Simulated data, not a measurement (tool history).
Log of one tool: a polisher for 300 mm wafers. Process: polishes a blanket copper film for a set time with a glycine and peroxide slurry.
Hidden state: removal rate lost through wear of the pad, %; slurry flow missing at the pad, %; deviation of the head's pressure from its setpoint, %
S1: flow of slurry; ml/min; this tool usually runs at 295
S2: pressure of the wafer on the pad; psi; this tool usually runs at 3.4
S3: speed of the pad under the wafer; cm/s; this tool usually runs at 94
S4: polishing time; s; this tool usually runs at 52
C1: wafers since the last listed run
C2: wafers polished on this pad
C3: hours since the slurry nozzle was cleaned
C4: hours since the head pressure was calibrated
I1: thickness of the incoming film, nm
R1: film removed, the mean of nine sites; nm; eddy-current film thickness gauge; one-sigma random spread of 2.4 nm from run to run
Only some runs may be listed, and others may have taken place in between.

run   hour   S1   S2   S3  S4   C1    C2     C3     C4      I1     R1
  1    0.0  295  3.4   76  52    0   897  323.7  421.5  2343.0  263.1
  2   18.5  295  3.4   76  52  254  1151  342.2  440.0  2354.7  261.7
      44.9  -- worn pad replaced by a new one
  3   48.3  295  3.4   76  52  354    46  372.0  469.8  2377.7  265.3
      58.9  -- slurry nozzle cleaned
  4   82.1  295  3.4   94  52  450   496   23.2  503.6  2338.8  308.6
  5  112.3  295  3.4   94  52  415   911   53.4  533.8  2368.2  308.7
  6  136.2  295  3.4   94  52  328  1240   77.3  557.7  2341.4  307.0
  7  156.9  295  3.4   94  52  284  1524   98.0  578.4  2326.2  309.3
     178.1  -- worn pad replaced by a new one
  8  190.7  295  3.4   94  52  409   173  131.8  612.2  2341.7  315.5
  9  221.3  295  3.4   94  52  420   593  162.4  642.8  2300.4  315.3
 10  252.7  295  3.4   94  59  431  1025  193.8  674.2  2340.7  354.7
 11  280.7  295  3.4   94  59  384  1410  221.8  702.2  2331.1  360.3
     285.9  -- worn pad replaced by a new one
 12  296.0  295  3.4   94  59  155   139  237.1  717.5  2329.9  362.6
 13  330.3  230  3.8   80  52  471   610  271.4  751.8  2335.9  313.1
 14  343.2  295  3.4   94  52  177   787  284.3  764.7  2326.8  328.1
     357.8  -- head pressure recalibrated
 15  360.6  230  3.4   86  52  211   999  301.7    2.8  2298.3  274.0
     372.5  -- slurry nozzle cleaned
 16  381.1  210  3.7   94  41  267  1267    8.6   23.3  2324.5  240.3
     399.7  -- worn pad replaced by a new one
 17  435.0  295  3.4   94  52  685   484   62.5   77.2  2342.1  294.0
 18  456.5  295  2.3   84  52  295   780   84.0   98.7  2312.2  203.6
 19  481.4  295  3.4   94  52  342  1122  108.9  123.6  2337.5  293.9
 20  509.7  370  2.4   94  58  388  1511  137.2  151.9  2309.4  255.3
     537.2  -- worn pad replaced by a new one
 21  537.7  295  3.4   94  68  329     6  165.2  179.9  2328.2  388.8
 22  557.3  295  2.8  124  42  269   276  184.8  199.5  2322.2  250.9
 23  571.8  295  3.4   94  52  199   475  199.3  214.0  2339.2  295.5
 24  597.1  295  3.4   94  35  347   823  224.6  239.3  2316.9  197.8
 25  628.2  295  2.8   94  52  427  1250  255.7  270.4  2302.1  257.4

Each run again, without the hidden state but with its own random variation kept:
run     R1
  1  255.8
  2  254.0
  3  256.4
  4  296.6
  5  295.3
  6  292.5
  7  293.7
  8  297.9
  9  296.1
 10  331.1
 11  334.5
 12  335.6
 13  287.8
 14  300.7
 15  276.8
 16  242.8
 17  296.7
 18  205.3
 19  296.2
 20  257.0
 21  390.8
 22  252.0
 23  296.5
 24  198.1
 25  257.2
